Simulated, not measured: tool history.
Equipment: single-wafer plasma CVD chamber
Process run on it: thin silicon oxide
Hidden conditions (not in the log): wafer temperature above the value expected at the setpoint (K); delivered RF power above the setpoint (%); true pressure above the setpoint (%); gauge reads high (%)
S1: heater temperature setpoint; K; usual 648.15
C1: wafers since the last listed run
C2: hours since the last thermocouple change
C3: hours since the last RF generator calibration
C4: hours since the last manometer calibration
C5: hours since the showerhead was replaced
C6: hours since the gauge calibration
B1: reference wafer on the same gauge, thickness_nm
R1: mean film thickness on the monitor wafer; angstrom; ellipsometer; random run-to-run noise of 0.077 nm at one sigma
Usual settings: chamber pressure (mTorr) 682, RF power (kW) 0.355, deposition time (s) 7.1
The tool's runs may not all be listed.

Run 1, day 0: usual settings; C1 0; C2 1963.8; C3 388.4; C4 1083.1; C5 3182.8; C6 1177.8; B1 13.208. Result: R1 131.09 angstrom.
At day 0.333: gauge calibrated.
Run 2, day 3.562: usual settings; C1 3230; C2 2049.3; C3 473.9; C4 1168.6; C5 3268.3; C6 77.5; B1 13.171. Result: R1 130.12 angstrom.
Run 3, day 7.921: usual settings but S1 656.15 K, deposition time (s) 7.44; C1 3951; C2 2153.9; C3 578.5; C4 1273.2; C5 3372.9; C6 182.1; B1 13.21. Result: R1 136.54 angstrom.
Run 4, day 11.304: usual settings but S1 656.15 K, deposition time (s) 7.44; C1 3067; C2 2235.1; C3 659.7; C4 1354.4; C5 3454.1; C6 263.3; B1 13.215. Result: R1 136.1 angstrom.
Run 5, day 14.967: usual settings but S1 656.15 K, deposition time (s) 7.44; C1 3321; C2 2323; C3 747.6; C4 1442.3; C5 3542; C6 351.2; B1 13.19. Result: R1 135.71 angstrom.
Run 6, day 17.517: usual settings; C1 2312; C2 2384.2; C3 808.8; C4 1503.5; C5 3603.2; C6 412.4; B1 13.228. Result: R1 129.79 angstrom.
Run 7, day 21.512: usual settings; C1 3623; C2 2480.1; C3 904.7; C4 1599.4; C5 3699.1; C6 508.3; B1 13.211. Result: R1 130.08 angstrom.
Run 8, day 25.621: usual settings; C1 3725; C2 2578.7; C3 1003.3; C4 1698; C5 3797.7; C6 606.9; B1 13.202. Result: R1 129.21 angstrom.
At day 33.004: RF generator calibrated.
Run 9, day 35.9: usual settings but RF power (kW) 0.325; C1 9018; C2 2825.4; C3 69.5; C4 1944.7; C5 4044.4; C6 853.6; B1 13.206. Result: R1 124.31 angstrom.
Run 10, day 38.208: usual settings but RF power (kW) 0.325; C1 2093; C2 2880.8; C3 124.9; C4 2000.1; C5 4099.8; C6 909; B1 13.186. Result: R1 122.66 angstrom.
At day 39.183: thermocouple changed; heater temperature recalibrated.
Run 11, day 41.033: usual settings but RF power (kW) 0.325; C1 2259; C2 44.4; C3 192.7; C4 2067.9; C5 4167.6; C6 976.8; B1 13.189. Result: R1 122.09 angstrom.
Run 12, day 43.808: usual settings but S1 637.15 K; C1 2516; C2 111; C3 259.3; C4 2134.5; C5 4234.2; C6 1043.4; B1 13.193. Result: R1 127.72 angstrom.
At day 46.104: capacitance manometer re-zeroed and calibrated.
Run 13, day 46.333: usual settings but S1 637.15 K; C1 1987; C2 171.6; C3 319.9; C4 5.5; C5 4294.8; C6 1104; B1 13.217. Result: R1 126.22 angstrom.
Run 14, day 49.204: usual settings but S1 637.15 K; C1 2603; C2 240.5; C3 388.8; C4 74.4; C5 4363.7; C6 1172.9; B1 13.204. Result: R1 127.05 angstrom.
Run 15, day 52.3: usual settings but chamber pressure (mTorr) 527, deposition time (s) 6.17; C1 2807; C2 314.8; C3 463.1; C4 148.7; C5 4438; C6 1247.2; B1 13.203. Result: R1 85.39 angstrom.
At day 55.417: showerhead replaced.
At day 55.617: RF generator calibrated, repeated, since the last time left the tool worse.
Run 16, day 55.658: usual settings but S1 654.15 K, RF power (kW) 0.385, deposition time (s) 6.58; C1 2562; C2 395.4; C3 1; C4 229.3; C5 5.8; C6 1327.8; B1 13.223. Result: R1 123.24 angstrom.
Run 17, day 58.6: usual settings but chamber pressure (mTorr) 727, RF power (kW) 0.38, deposition time (s) 7.79; C1 2667; C2 466; C3 71.6; C4 299.9; C5 76.4; C6 1398.4; B1 13.243. Result: R1 157.53 angstrom.
Run 18, day 60.892: usual settings but S1 637.15 K, RF power (kW) 0.325; C1 2078; C2 521; C3 126.6; C4 354.9; C5 131.4; C6 1453.4; B1 13.205. Result: R1 128.34 angstrom.
At day 64.254: gauge calibrated.
Run 19, day 65.188: usual settings; C1 3895; C2 624.1; C3 229.7; C4 458; C5 234.5; C6 22.4; B1 13.228. Result: R1 130.53 angstrom.
Run 20, day 67.412: usual settings but S1 652.15 K, deposition time (s) 7.95; C1 2017; C2 677.5; C3 283.1; C4 511.4; C5 287.9; C6 75.8; B1 13.217. Result: R1 147.09 angstrom.
Run 21, day 69.942: usual settings but chamber pressure (mTorr) 612, deposition time (s) 5.71; C1 2293; C2 738.2; C3 343.8; C4 572.1; C5 348.6; C6 136.5; B1 13.202. Result: R1 94.09 angstrom.
Run 22, day 72.025: usual settings; C1 1889; C2 788.2; C3 393.8; C4 622.1; C5 398.6; C6 186.5; B1 13.184. Result: R1 130.52 angstrom.
Run 23, day 73.646: usual settings; C1 1469; C2 827.1; C3 432.7; C4 661; C5 437.5; C6 225.4; B1 13.202. Result: R1 131.75 angstrom.
Run 24, day 77.746: usual settings but chamber pressure (mTorr) 795; C1 3717; C2 925.5; C3 531.1; C4 759.4; C5 535.9; C6 323.8; B1 13.195. Result: R1 151.05 angstrom.
Run 25, day 79.704: usual settings but S1 637.15 K, RF power (kW) 0.325, deposition time (s) 6.66; C1 1775; C2 972.5; C3 578.1; C4 806.4; C5 582.9; C6 370.8; B1 13.208. Result: R1 118.8 angstrom.
Run 26, day 82.392: usual settings but chamber pressure (mTorr) 815; C1 2436; C2 1037; C3 642.6; C4 870.9; C5 647.4; C6 435.3; B1 13.205. Result: R1 153.79 angstrom.
Run 27, day 89.708: usual settings but chamber pressure (mTorr) 825; C1 6634; C2 1212.6; C3 818.2; C4 1046.5; C5 823; C6 610.9; B1 13.17. Result: R1 153.57 angstrom.
Run 28, day 93.325: usual settings but chamber pressure (mTorr) 846, RF power (kW) 0.425, deposition time (s) 7.58; C1 3279; C2 1299.4; C3 905; C4 1133.3; C5 909.8; C6 697.7; B1 13.181. Result: R1 177.51 angstrom.
Run 29, day 97.492: usual settings but S1 643.15 K, RF power (kW) 0.4, deposition time (s) 6.53; C1 3778; C2 1399.4; C3 1005; C4 1233.3; C5 1009.8; C6 797.7; B1 13.179. Result: R1 123.75 angstrom.

What if the next run were any one of these 3? Each begins from the tool's condition after run 29:
Run A, day 97.508: usual settings but RF power (kW) 0.405; C1 15; C2 1399.8; C3 1005.4; C4 1233.7; C5 1010.2; C6 798.1; B1 ?. Result: R1 ?.
Run B, day 97.508: usual settings but chamber pressure (mTorr) 816, deposition time (s) 6.32; C1 15; C2 1399.8; C3 1005.4; C4 1233.7; C5 1010.2; C6 798.1; B1 ?. Result: R1 ?.
Run C, day 97.508: usual settings but chamber pressure (mTorr) 729, RF power (kW) 0.415; C1 15; C2 1399.8; C3 1005.4; C4 1233.7; C5 1010.2; C6 798.1; B1 ?. Result: R1 ?.

run      B1      R1
  A  13.212  134.29
  B  13.212  136.28
  C  13.212  144.37
Had the tool no hidden state, the same runs would have come out as:
run      R1
  A  135.79
  B  137.96
  C  145.98

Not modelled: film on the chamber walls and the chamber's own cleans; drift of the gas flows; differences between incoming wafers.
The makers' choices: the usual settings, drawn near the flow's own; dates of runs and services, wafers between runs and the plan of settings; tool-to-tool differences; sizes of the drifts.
